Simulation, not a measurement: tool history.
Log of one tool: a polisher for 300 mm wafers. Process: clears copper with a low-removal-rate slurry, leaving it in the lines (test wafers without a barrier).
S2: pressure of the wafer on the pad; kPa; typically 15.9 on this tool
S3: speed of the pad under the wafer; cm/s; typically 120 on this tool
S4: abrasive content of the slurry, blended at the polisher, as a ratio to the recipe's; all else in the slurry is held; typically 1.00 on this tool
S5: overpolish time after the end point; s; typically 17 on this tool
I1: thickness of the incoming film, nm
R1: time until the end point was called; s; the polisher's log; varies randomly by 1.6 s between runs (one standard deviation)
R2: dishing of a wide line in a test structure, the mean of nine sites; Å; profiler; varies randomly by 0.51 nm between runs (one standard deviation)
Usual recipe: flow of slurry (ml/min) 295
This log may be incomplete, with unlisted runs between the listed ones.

{"run": 1, "hour": 0.0, "flow of slurry (ml/min)": 295, "S2": 15.9, "S3": 120, "S4": 1.0, "S5": 17, "I1": 343.5, "R1": 150.5, "R2": 276}
{"hour": 7.1, "done": "worn pad replaced by a new one"}
{"run": 2, "hour": 17.0, "flow of slurry (ml/min)": 295, "S2": 15.9, "S3": 120, "S4": 1.0, "S5": 17, "I1": 341.9, "R1": 152.7, "R2": 271}
{"run": 3, "hour": 34.2, "flow of slurry (ml/min)": 295, "S2": 13.8, "S3": 120, "S4": 1.0, "S5": 17, "I1": 344.4, "R1": 171.2, "R2": 245}
{"run": 4, "hour": 58.3, "flow of slurry (ml/min)": 295, "S2": 13.8, "S3": 120, "S4": 1.0, "S5": 17, "I1": 347.9, "R1": 172.9, "R2": 245}
{"run": 5, "hour": 77.9, "flow of slurry (ml/min)": 295, "S2": 15.9, "S3": 120, "S4": 1.0, "S5": 17, "I1": 345.6, "R1": 154.7, "R2": 279}
{"run": 6, "hour": 92.4, "flow of slurry (ml/min)": 295, "S2": 15.9, "S3": 120, "S4": 1.0, "S5": 17, "I1": 343.5, "R1": 152.7, "R2": 276}
{"run": 7, "hour": 114.4, "flow of slurry (ml/min)": 295, "S2": 15.9, "S3": 120, "S4": 1.0, "S5": 17, "I1": 345.9, "R1": 156.1, "R2": 274}
{"run": 8, "hour": 145.6, "flow of slurry (ml/min)": 295, "S2": 15.9, "S3": 120, "S4": 1.0, "S5": 17, "I1": 338.3, "R1": 149.2, "R2": 272}
{"run": 9, "hour": 158.6, "flow of slurry (ml/min)": 295, "S2": 15.9, "S3": 110, "S4": 1.0, "S5": 17, "I1": 345.5, "R1": 168.8, "R2": 256}
{"hour": 192.9, "done": "slurry blender recalibrated"}
{"run": 10, "hour": 194.1, "flow of slurry (ml/min)": 295, "S2": 15.9, "S3": 130, "S4": 1.0, "S5": 17, "I1": 345.8, "R1": 145.9, "R2": 294}
{"hour": 201.3, "done": "worn pad replaced by a new one"}
{"run": 11, "hour": 211.3, "flow of slurry (ml/min)": 365, "S2": 15.9, "S3": 120, "S4": 1.0, "S5": 17, "I1": 348.5, "R1": 156.4, "R2": 274}
{"run": 12, "hour": 238.2, "flow of slurry (ml/min)": 365, "S2": 15.9, "S3": 120, "S4": 1.0, "S5": 17, "I1": 340.8, "R1": 153.3, "R2": 272}
{"run": 13, "hour": 271.5, "flow of slurry (ml/min)": 365, "S2": 15.9, "S3": 120, "S4": 1.0, "S5": 17, "I1": 348.3, "R1": 155.7, "R2": 272}
{"hour": 273.8, "done": "head pressure recalibrated"}
{"run": 14, "hour": 286.0, "flow of slurry (ml/min)": 295, "S2": 20.7, "S3": 134, "S4": 0.9, "S5": 22, "I1": 342.3, "R1": 105.4, "R2": 482}
{"run": 15, "hour": 314.5, "flow of slurry (ml/min)": 345, "S2": 15.9, "S3": 120, "S4": 1.0, "S5": 17, "I1": 342.1, "R1": 137.2, "R2": 303}
{"run": 16, "hour": 331.0, "flow of slurry (ml/min)": 295, "S2": 20.0, "S3": 120, "S4": 1.0, "S5": 25, "I1": 341.3, "R1": 121.8, "R2": 485}
{"run": 17, "hour": 344.9, "flow of slurry (ml/min)": 245, "S2": 11.0, "S3": 152, "S4": 0.85, "S5": 17, "I1": 348.5, "R1": 158.6, "R2": 271}
{"run": 18, "hour": 380.4, "flow of slurry (ml/min)": 295, "S2": 18.6, "S3": 120, "S4": 1.0, "S5": 17, "I1": 348.3, "R1": 131.7, "R2": 321}
{"hour": 384.0, "done": "slurry nozzle cleaned"}
{"hour": 387.0, "done": "worn pad replaced by a new one"}
{"run": 19, "hour": 396.4, "flow of slurry (ml/min)": 195, "S2": 15.9, "S3": 102, "S4": 0.9, "S5": 10, "I1": 342.3, "R1": 182.7, "R2": 146}
{"run": 20, "hour": 420.4, "flow of slurry (ml/min)": 295, "S2": 15.9, "S3": 120, "S4": 1.25, "S5": 17, "I1": 341.9, "R1": 135.8, "R2": 307}
{"hour": 453.1, "done": "slurry blender recalibrated"}
{"run": 21, "hour": 455.9, "flow of slurry (ml/min)": 295, "S2": 15.9, "S3": 120, "S4": 1.3, "S5": 17, "I1": 344.0, "R1": 135.2, "R2": 306}
{"run": 22, "hour": 473.4, "flow of slurry (ml/min)": 295, "S2": 15.9, "S3": 136, "S4": 1.25, "S5": 17, "I1": 340.1, "R1": 120.1, "R2": 337}
{"run": 23, "hour": 506.4, "flow of slurry (ml/min)": 295, "S2": 15.9, "S3": 156, "S4": 1.0, "S5": 17, "I1": 341.6, "R1": 110.9, "R2": 365}
{"run": 24, "hour": 524.1, "flow of slurry (ml/min)": 295, "S2": 15.9, "S3": 136, "S4": 1.25, "S5": 17, "I1": 351.2, "R1": 123.4, "R2": 338}

Estimate the outcome of run 25 from the log above:
{"run": 25, "hour": 540.8, "flow of slurry (ml/min)": 295, "S2": 15.9, "S3": 92, "S4": 1.0, "S5": 17, "I1": 340.4, "R1": "?", "R2": "?"}

R1: 184.2 s
R2: 222 Å
Take away the tool's hidden state, keep the run-to-run variation as it was, and the same run would have given R1 181.0 s, R2 226 Å.
